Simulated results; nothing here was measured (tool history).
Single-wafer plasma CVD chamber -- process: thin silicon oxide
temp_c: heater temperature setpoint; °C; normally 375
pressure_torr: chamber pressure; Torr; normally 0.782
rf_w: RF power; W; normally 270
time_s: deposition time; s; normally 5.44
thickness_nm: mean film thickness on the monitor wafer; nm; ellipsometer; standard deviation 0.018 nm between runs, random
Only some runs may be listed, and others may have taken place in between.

run	hour	temp_c	pressure_torr	rf_w	time_s	read-back reference wafer on the same gauge, thickness_nm	thickness_nm
1	0.0	375	0.782	270	5.44	9.580	9.510
2	28.0	375	0.782	270	5.44	9.580	9.480
3	53.4	368	0.782	290	5.44	9.581	9.738
4	82.6	368	0.782	290	5.44	9.581	9.720
5	96.7	368	0.782	290	5.44	9.583	9.691
6	130.2	375	0.782	270	5.44	9.579	9.437
7	162.6	375	0.782	270	5.44	9.580	9.439
# hour 178.9: thermocouple changed; heater temperature recalibrated
8	186.0	375	0.782	270	5.44	9.582	9.405
# hour 190.1: gauge calibrated
9	199.2	375	0.825	270	5.44	9.581	9.824
# hour 219.6: RF generator calibrated
10	229.7	375	0.782	270	5.44	9.577	9.673
# hour 237.8: showerhead replaced
11	265.6	375	0.782	270	5.44	9.579	9.635
12	283.5	375	0.782	270	5.44	9.582	9.641
13	298.7	375	0.782	270	5.44	9.582	9.640
14	321.7	388	0.782	270	5.44	9.583	9.552
15	343.4	375	0.782	270	4.98	9.576	8.811
16	365.6	375	0.782	270	4.63	9.580	8.183
17	386.6	388	0.782	270	5.44	9.582	9.526
18	410.7	375	0.909	270	5.44	9.580	10.786
19	442.0	366	0.970	320	5.44	9.581	11.910
20	473.1	382	0.782	270	5.44	9.579	9.478
21	499.7	375	0.782	285	5.44	9.582	9.668
# hour 517.5: capacitance manometer re-zeroed and calibrated
22	527.3	375	0.782	290	6.49	9.579	12.194
23	549.4	375	0.715	270	5.73	9.578	9.799
24	562.2	382	0.687	230	5.10	9.580	8.023
25	584.9	375	0.782	270	5.44	9.580	9.989
26	603.5	360	0.782	270	5.44	9.579	10.099
27	617.8	375	0.852	270	6.32	9.575	12.439
28	642.7	366	0.945	270	5.44	9.580	11.626
29	658.0	375	0.782	270	5.44	9.581	10.030
30	677.3	375	0.782	295	4.87	9.580	9.197

3 options for the next run, each taken on its own from the tool as it stands now. Forecast them:
A	677.7	375	0.782	270	5.44	?	?
B	677.7	380	0.904	250	5.44	?	?
C	677.7	375	0.857	220	4.55	?	?

run	read-back reference wafer on the same gauge, thickness_nm	thickness_nm
A	9.579	10.019
B	9.579	10.915
C	9.579	8.488
With no hidden state in the tool, these same runs would have given:
run	thickness_nm
A	10.014
B	10.915
C	8.489
